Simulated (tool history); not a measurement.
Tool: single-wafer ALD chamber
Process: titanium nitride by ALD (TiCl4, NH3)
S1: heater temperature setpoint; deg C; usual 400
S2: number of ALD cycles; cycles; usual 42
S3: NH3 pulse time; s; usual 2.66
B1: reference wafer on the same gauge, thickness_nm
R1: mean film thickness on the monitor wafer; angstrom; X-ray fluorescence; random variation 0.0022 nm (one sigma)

| run | hour | S1 | S2 | S3 | B1 | R1 |
|---|---|---|---|---|---|---|
| 1 | 0 | 400 | 42 | 2.66 | 0.953 | 8.71 |
|  | 68.9 | gauge calibrated |
| 2 | 78 | 400 | 42 | 2.66 | 0.954 | 8.73 |
| 3 | 133.3 | 400 | 42 | 2.66 | 0.953 | 8.68 |
| 4 | 177.7 | 400 | 42 | 2.66 | 0.953 | 8.69 |
| 5 | 466.9 | 400 | 42 | 2.66 | 0.953 | 8.71 |
| 6 | 566.5 | 400 | 42 | 2.66 | 0.954 | 8.68 |
| 7 | 632.8 | 400 | 42 | 2.66 | 0.953 | 8.69 |
| 8 | 700 | 400 | 42 | 2.66 | 0.952 | 8.71 |
| 9 | 799.5 | 400 | 42 | 2.66 | 0.953 | 8.68 |
|  | 875.4 | showerhead replaced |
| 10 | 883.7 | 400 | 42 | 2.33 | 0.952 | 8.64 |
| 11 | 955.8 | 400 | 42 | 2.33 | 0.953 | 8.62 |
|  | 1055.2 | thermocouple changed; heater temperature recalibrated |
| 12 | 1216 | 395 | 38 | 2.66 | 0.953 | 7.87 |
|  | 1296.8 | gauge calibrated |
| 13 | 1416.9 | 400 | 42 | 2.33 | 0.953 | 8.66 |
| 14 | 1489.7 | 386 | 37 | 3.69 | 0.953 | 7.71 |
| 15 | 1556.1 | 396 | 44 | 2.66 | 0.953 | 9.08 |
| 16 | 1632.5 | 406 | 37 | 1.86 | 0.952 | 7.58 |
| 17 | 1731.2 | 385 | 42 | 2.02 | 0.952 | 8.51 |
| 18 | 1792 | 400 | 50 | 2.66 | 0.953 | 10.36 |
| 19 | 1882.4 | 400 | 42 | 2.66 | 0.953 | 8.71 |
| 20 | 1949.4 | 400 | 34 | 2.23 | 0.953 | 6.99 |
| 21 | 2035 | 400 | 42 | 2.66 | 0.953 | 8.71 |
| 22 | 2121.8 | 390 | 35 | 3.41 | 0.953 | 7.27 |
| 23 | 2194.1 | 386 | 50 | 3.48 | 0.953 | 10.33 |

What the log doesn't show, run by run:
wafer temperature above the value expected at the setpoint (K): 0 in every run
gauge reads high (%): 0 in every run
